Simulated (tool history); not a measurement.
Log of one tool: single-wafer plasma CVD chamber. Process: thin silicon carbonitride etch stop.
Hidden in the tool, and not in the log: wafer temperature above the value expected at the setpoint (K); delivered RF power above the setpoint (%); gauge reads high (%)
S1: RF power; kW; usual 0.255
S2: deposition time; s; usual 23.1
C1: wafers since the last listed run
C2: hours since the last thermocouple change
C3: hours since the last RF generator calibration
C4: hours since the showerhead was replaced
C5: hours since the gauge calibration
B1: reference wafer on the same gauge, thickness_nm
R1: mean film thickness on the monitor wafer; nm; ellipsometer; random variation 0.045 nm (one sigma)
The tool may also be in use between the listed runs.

run 1 hour=0 | S1=0.255 S2=26.4 | C1=0 C2=2301.8 C3=2111.2 C4=3260.2 C5=276.5 | B1=11.5 | R1=14.828
run 2 hour=167.8 | S1=0.255 S2=26.4 | C1=4291 C2=2469.6 C3=2279 C4=3428 C5=444.3 | B1=11.497 | R1=14.878
run 3 hour=212.6 | S1=0.285 S2=20.5 | C1=1145 C2=2514.4 C3=2323.8 C4=3472.8 C5=489.1 | B1=11.496 | R1=12.046
run 4 hour=313.4 | S1=0.275 S2=23.1 | C1=2578 C2=2615.2 C3=2424.6 C4=3573.6 C5=589.9 | B1=11.515 | R1=13.396
run 5 hour=408.8 | S1=0.275 S2=23.1 | C1=2440 C2=2710.6 C3=2520 C4=3669 C5=685.3 | B1=11.511 | R1=13.366
-- hour=428.2 RF generator calibrated
run 6 hour=454.8 | S1=0.275 S2=23.1 | C1=971 C2=2756.6 C3=26.6 C4=3715 C5=731.3 | B1=11.484 | R1=13.107
-- hour=527.6 thermocouple changed; heater temperature recalibrated
run 7 hour=540.3 | S1=0.225 S2=23.1 | C1=1982 C2=12.7 C3=112.1 C4=3800.5 C5=816.8 | B1=11.498 | R1=11.976
run 8 hour=580.3 | S1=0.225 S2=23.1 | C1=1023 C2=52.7 C3=152.1 C4=3840.5 C5=856.8 | B1=11.502 | R1=12.058
-- hour=609.7 RF generator calibrated, repeated, since the last time left the tool worse
run 9 hour=632.3 | S1=0.24 S2=19.3 | C1=1125 C2=104.7 C3=22.6 C4=3892.5 C5=908.8 | B1=11.503 | R1=10.75
-- hour=643.3 showerhead replaced
-- hour=676.8 gauge calibrated
run 10 hour=727.2 | S1=0.28 S2=19.6 | C1=2222 C2=199.6 C3=117.5 C4=83.9 C5=50.4 | B1=11.505 | R1=11.584
run 11 hour=832.8 | S1=0.29 S2=27.3 | C1=2701 C2=305.2 C3=223.1 C4=189.5 C5=156 | B1=11.499 | R1=16.334
run 12 hour=897.1 | S1=0.22 S2=21 | C1=1644 C2=369.5 C3=287.4 C4=253.8 C5=220.3 | B1=11.511 | R1=11.267
run 13 hour=974.7 | S1=0.295 S2=19.1 | C1=1984 C2=447.1 C3=365 C4=331.4 C5=297.9 | B1=11.511 | R1=11.575
run 14 hour=1054.5 | S1=0.205 S2=25.1 | C1=2041 C2=526.9 C3=444.8 C4=411.2 C5=377.7 | B1=11.48 | R1=12.92
run 15 hour=1141.7 | S1=0.275 S2=23.1 | C1=2230 C2=614.1 C3=532 C4=498.4 C5=464.9 | B1=11.491 | R1=13.509
run 16 hour=1201 | S1=0.29 S2=27.3 | C1=1516 C2=673.4 C3=591.3 C4=557.7 C5=524.2 | B1=11.51 | R1=16.244

Forecast each of these 5 alternatives for the next run:
run A hour=1201.4 | S1=0.255 S2=23.1 | C1=10 C2=673.8 C3=591.7 C4=558.1 C5=524.6 | B1=? | R1=?
run B hour=1201.4 | S1=0.22 S2=23.1 | C1=10 C2=673.8 C3=591.7 C4=558.1 C5=524.6 | B1=? | R1=?
run C hour=1201.4 | S1=0.275 S2=25.7 | C1=10 C2=673.8 C3=591.7 C4=558.1 C5=524.6 | B1=? | R1=?
run D hour=1201.4 | S1=0.205 S2=23.1 | C1=10 C2=673.8 C3=591.7 C4=558.1 C5=524.6 | B1=? | R1=?
run E hour=1201.4 | S1=0.21 S2=20.1 | C1=10 C2=673.8 C3=591.7 C4=558.1 C5=524.6 | B1=? | R1=?

run=A B1=11.501 R1=13.074
run=B B1=11.501 R1=12.262
run=C B1=11.501 R1=15.008
run=D B1=11.501 R1=11.873
run=E B1=11.501 R1=10.447
Without the tool's hidden state the same runs would have given:
run=A R1=13.249
run=B R1=12.426
run=C R1=15.208
run=D R1=12.031
run=E R1=10.586
